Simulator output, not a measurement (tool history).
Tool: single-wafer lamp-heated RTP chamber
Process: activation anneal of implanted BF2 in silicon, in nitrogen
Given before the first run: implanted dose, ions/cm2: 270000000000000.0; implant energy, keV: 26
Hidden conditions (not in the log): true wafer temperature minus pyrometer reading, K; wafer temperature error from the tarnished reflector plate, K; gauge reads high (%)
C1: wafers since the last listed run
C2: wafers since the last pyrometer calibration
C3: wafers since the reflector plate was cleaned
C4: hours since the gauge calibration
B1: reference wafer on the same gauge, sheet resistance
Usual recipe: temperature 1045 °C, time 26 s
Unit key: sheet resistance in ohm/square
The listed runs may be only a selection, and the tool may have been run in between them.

{"run": 1, "hour": 0.0, "temperature": 1067, "time": 26, "C1": 0, "C2": 6839, "C3": 3038, "C4": 118.4, "B1": 431.83, "sheet resistance": 396.17}
{"run": 2, "hour": 16.9, "temperature": 1067, "time": 32, "C1": 189, "C2": 7028, "C3": 3227, "C4": 135.3, "B1": 431.86, "sheet resistance": 393.59}
{"run": 3, "hour": 37.3, "temperature": 1067, "time": 32, "C1": 228, "C2": 7256, "C3": 3455, "C4": 155.7, "B1": 432.16, "sheet resistance": 393.0}
{"run": 4, "hour": 63.7, "temperature": 1067, "time": 32, "C1": 295, "C2": 7551, "C3": 3751, "C4": 182.1, "B1": 432.07, "sheet resistance": 393.4}
{"run": 5, "hour": 83.3, "temperature": 1068, "time": 31, "C1": 219, "C2": 7771, "C3": 3970, "C4": 201.7, "B1": 432.23, "sheet resistance": 393.64}
{"run": 6, "hour": 117.5, "temperature": 1068, "time": 31, "C1": 382, "C2": 8153, "C3": 4353, "C4": 235.9, "B1": 432.5, "sheet resistance": 393.84}
{"run": 7, "hour": 143.1, "temperature": 1045, "time": 34, "C1": 286, "C2": 8440, "C3": 4639, "C4": 261.5, "B1": 432.65, "sheet resistance": 398.02}
{"run": 8, "hour": 163.7, "temperature": 1045, "time": 34, "C1": 230, "C2": 8670, "C3": 4870, "C4": 282.1, "B1": 432.84, "sheet resistance": 398.12}
{"hour": 190.7, "done": "reflector plate cleaned"}
{"run": 9, "hour": 191.2, "temperature": 1045, "time": 34, "C1": 218, "C2": 8889, "C3": 5, "C4": 309.6, "B1": 433.06, "sheet resistance": 397.89}
{"run": 10, "hour": 207.3, "temperature": 1052, "time": 26, "C1": 180, "C2": 9069, "C3": 185, "C4": 325.7, "B1": 433.19, "sheet resistance": 399.8}
{"run": 11, "hour": 219.5, "temperature": 1075, "time": 36, "C1": 136, "C2": 9205, "C3": 322, "C4": 337.9, "B1": 433.18, "sheet resistance": 391.12}
{"hour": 263.9, "done": "pyrometer window cleaned and pyrometer calibrated"}
{"run": 12, "hour": 293.3, "temperature": 1068, "time": 37, "C1": 736, "C2": 328, "C3": 1058, "C4": 411.7, "B1": 434.04, "sheet resistance": 392.86}
{"run": 13, "hour": 325.6, "temperature": 1034, "time": 15, "C1": 361, "C2": 690, "C3": 1419, "C4": 444.0, "B1": 434.5, "sheet resistance": 407.33}
{"run": 14, "hour": 356.1, "temperature": 1056, "time": 41, "C1": 341, "C2": 1031, "C3": 1761, "C4": 474.5, "B1": 434.98, "sheet resistance": 394.57}
{"hour": 368.7, "done": "gauge calibrated"}
{"run": 15, "hour": 375.1, "temperature": 1025, "time": 19, "C1": 212, "C2": 1244, "C3": 1973, "C4": 6.4, "B1": 432.53, "sheet resistance": 406.62}
{"run": 16, "hour": 398.2, "temperature": 1018, "time": 35, "C1": 258, "C2": 1502, "C3": 2232, "C4": 29.5, "B1": 432.44, "sheet resistance": 402.54}
{"run": 17, "hour": 426.9, "temperature": 1064, "time": 19, "C1": 321, "C2": 1823, "C3": 2553, "C4": 58.2, "B1": 432.56, "sheet resistance": 400.69}
{"run": 18, "hour": 439.3, "temperature": 1067, "time": 32, "C1": 138, "C2": 1962, "C3": 2692, "C4": 70.6, "B1": 432.69, "sheet resistance": 393.67}
{"run": 19, "hour": 486.1, "temperature": 1045, "time": 40, "C1": 523, "C2": 2486, "C3": 3215, "C4": 117.4, "B1": 432.93, "sheet resistance": 396.3}
{"run": 20, "hour": 518.1, "temperature": 1067, "time": 32, "C1": 358, "C2": 2844, "C3": 3573, "C4": 149.4, "B1": 432.81, "sheet resistance": 394.01}
{"run": 21, "hour": 533.4, "temperature": 1062, "time": 40, "C1": 171, "C2": 3015, "C3": 3745, "C4": 164.7, "B1": 432.89, "sheet resistance": 392.54}

Exercise: give the hidden state of the tool at every run:
true wafer temperature minus pyrometer reading, K: 0 across all the runs
wafer temperature error from the tarnished reflector plate, K: 0 across all the runs
H1: gauge reads high (%)
run=1 H1=-0.0257
run=2 H1=-0.0118
run=3 H1=0.00753
run=4 H1=0.0365
run=5 H1=0.061
run=6 H1=0.11
run=7 H1=0.151
run=8 H1=0.188
run=9 H1=0.24
run=10 H1=0.274
run=11 H1=0.3
run=12 H1=0.48
run=13 H1=0.57
run=14 H1=0.661
run=15 H1=0.127
run=16 H1=0.129
run=17 H1=0.137
run=18 H1=0.143
run=19 H1=0.171
run=20 H1=0.199
run=21 H1=0.215

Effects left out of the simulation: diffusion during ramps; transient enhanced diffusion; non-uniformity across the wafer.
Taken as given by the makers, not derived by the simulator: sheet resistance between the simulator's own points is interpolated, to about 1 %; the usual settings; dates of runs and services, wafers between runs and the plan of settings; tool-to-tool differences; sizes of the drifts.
